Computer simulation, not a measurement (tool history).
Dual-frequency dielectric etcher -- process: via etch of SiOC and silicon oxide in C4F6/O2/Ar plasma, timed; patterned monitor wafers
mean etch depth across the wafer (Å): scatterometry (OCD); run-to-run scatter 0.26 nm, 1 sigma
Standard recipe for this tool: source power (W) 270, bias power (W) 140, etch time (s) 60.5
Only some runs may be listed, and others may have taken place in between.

| run | hour | source power (W) | bias power (W) | etch time (s) | wafers since the last listed run | hours since the last wet clean | hours since the last source power generator calibration | hours since the last bias power generator calibration | hours since the last upper electrode change | hours since the gauge calibration | read-back reference wafer on the same gauge, depth_nm | mean etch depth across the wafer (Å) |
|---|---|---|---|---|---|---|---|---|---|---|---|---|
| 1 | 0.0 | 270 | 120 | 68.0 | 0 | 108.2 | 1789.6 | 4220.0 | 2653.2 | 255.2 | 49.7 | 624 |
| 2 | 15.3 | 270 | 120 | 68.0 | 159 | 123.5 | 1804.9 | 4235.3 | 2668.5 | 270.5 | 49.7 | 619 |
| 3 | 25.1 | 270 | 140 | 60.5 | 102 | 133.3 | 1814.7 | 4245.1 | 2678.3 | 280.3 | 49.7 | 582 |
| 4 | 39.8 | 270 | 140 | 60.5 | 153 | 148.0 | 1829.4 | 4259.8 | 2693.0 | 295.0 | 49.7 | 576 |
| 5 | 56.7 | 270 | 140 | 60.5 | 176 | 164.9 | 1846.3 | 4276.7 | 2709.9 | 311.9 | 49.7 | 576 |
| 6 | 67.6 | 270 | 140 | 60.5 | 113 | 175.8 | 1857.2 | 4287.6 | 2720.8 | 322.8 | 49.7 | 576 |
| 7 | 81.3 | 270 | 140 | 74.0 | 143 | 189.5 | 1870.9 | 4301.3 | 2734.5 | 336.5 | 49.7 | 704 |
| 8 | 92.3 | 270 | 140 | 74.0 | 114 | 200.5 | 1881.9 | 4312.3 | 2745.5 | 347.5 | 49.7 | 701 |
| 9 | 98.3 | 270 | 140 | 60.5 | 62 | 206.5 | 1887.9 | 4318.3 | 2751.5 | 353.5 | 49.7 | 574 |
| 10 | 104.7 | 270 | 140 | 60.5 | 66 | 212.9 | 1894.3 | 4324.7 | 2757.9 | 359.9 | 49.7 | 571 |
| 11 | 114.5 | 270 | 140 | 60.5 | 102 | 222.7 | 1904.1 | 4334.5 | 2767.7 | 369.7 | 49.6 | 576 |
| 12 | 145.9 | 270 | 140 | 60.5 | 328 | 254.1 | 1935.5 | 4365.9 | 2799.1 | 401.1 | 49.7 | 565 |
|  | 151.9 | gauge calibrated |
|  | 175.1 | upper electrode replaced |
| 13 | 175.6 | 270 | 140 | 60.5 | 59 | 283.8 | 1965.2 | 4395.6 | 0.5 | 23.7 | 49.7 | 565 |
| 14 | 177.4 | 270 | 140 | 60.5 | 18 | 285.6 | 1967.0 | 4397.4 | 2.3 | 25.5 | 49.7 | 569 |
| 15 | 192.0 | 290 | 140 | 60.5 | 152 | 300.2 | 1981.6 | 4412.0 | 16.9 | 40.1 | 49.7 | 587 |
| 16 | 209.7 | 310 | 127 | 65.5 | 185 | 317.9 | 1999.3 | 4429.7 | 34.6 | 57.8 | 49.6 | 645 |
| 17 | 222.3 | 270 | 121 | 60.5 | 131 | 330.5 | 2011.9 | 4442.3 | 47.2 | 70.4 | 49.7 | 544 |
|  | 227.3 | bias power generator calibrated |
| 18 | 236.1 | 270 | 140 | 60.5 | 102 | 344.3 | 2025.7 | 8.8 | 61.0 | 84.2 | 49.7 | 564 |
|  | 274.0 | wet clean of the chamber |
| 19 | 274.5 | 270 | 140 | 60.5 | 150 | 0.5 | 2064.1 | 47.2 | 99.4 | 122.6 | 49.7 | 579 |
| 20 | 282.2 | 300 | 125 | 53.0 | 80 | 8.2 | 2071.8 | 54.9 | 107.1 | 130.3 | 49.7 | 523 |
|  | 299.5 | source power generator calibrated |
| 21 | 300.0 | 270 | 140 | 60.5 | 144 | 26.0 | 0.5 | 72.7 | 124.9 | 148.1 | 49.7 | 581 |
| 22 | 308.8 | 300 | 140 | 60.5 | 91 | 34.8 | 9.3 | 81.5 | 133.7 | 156.9 | 49.7 | 614 |
| 23 | 326.5 | 210 | 152 | 47.0 | 185 | 52.5 | 27.0 | 99.2 | 151.4 | 174.6 | 49.8 | 396 |
| 24 | 342.9 | 210 | 152 | 47.0 | 171 | 68.9 | 43.4 | 115.6 | 167.8 | 191.0 | 49.7 | 401 |
| 25 | 349.9 | 240 | 127 | 60.5 | 73 | 75.9 | 50.4 | 122.6 | 174.8 | 198.0 | 49.7 | 524 |
| 26 | 359.6 | 210 | 140 | 60.5 | 101 | 85.6 | 60.1 | 132.3 | 184.5 | 207.7 | 49.7 | 500 |
| 27 | 367.3 | 230 | 128 | 52.5 | 80 | 93.3 | 67.8 | 140.0 | 192.2 | 215.4 | 49.7 | 451 |
| 28 | 384.8 | 270 | 140 | 60.5 | 182 | 110.8 | 85.3 | 157.5 | 209.7 | 232.9 | 49.7 | 573 |

Branching from run 28: 4 alternative next runs. What would each branch give?
| A | 385.2 | 310 | 140 | 60.5 | 4 | 111.2 | 85.7 | 157.9 | 210.1 | 233.3 | ? | ? |
| B | 385.2 | 320 | 164 | 60.5 | 4 | 111.2 | 85.7 | 157.9 | 210.1 | 233.3 | ? | ? |
| C | 385.2 | 210 | 108 | 45.5 | 4 | 111.2 | 85.7 | 157.9 | 210.1 | 233.3 | ? | ? |
| D | 385.2 | 270 | 140 | 67.0 | 4 | 111.2 | 85.7 | 157.9 | 210.1 | 233.3 | ? | ? |

| run | read-back reference wafer on the same gauge, depth_nm | mean etch depth across the wafer (Å) |
|---|---|---|
| A | 49.7 | 619 |
| B | 49.7 | 657 |
| C | 49.7 | 350 |
| D | 49.7 | 637 |
Without the tool's unlogged condition, the same runs would have read:
| run | mean etch depth across the wafer (Å) |
|---|---|
| A | 629 |
| B | 668 |
| C | 355 |
| D | 647 |
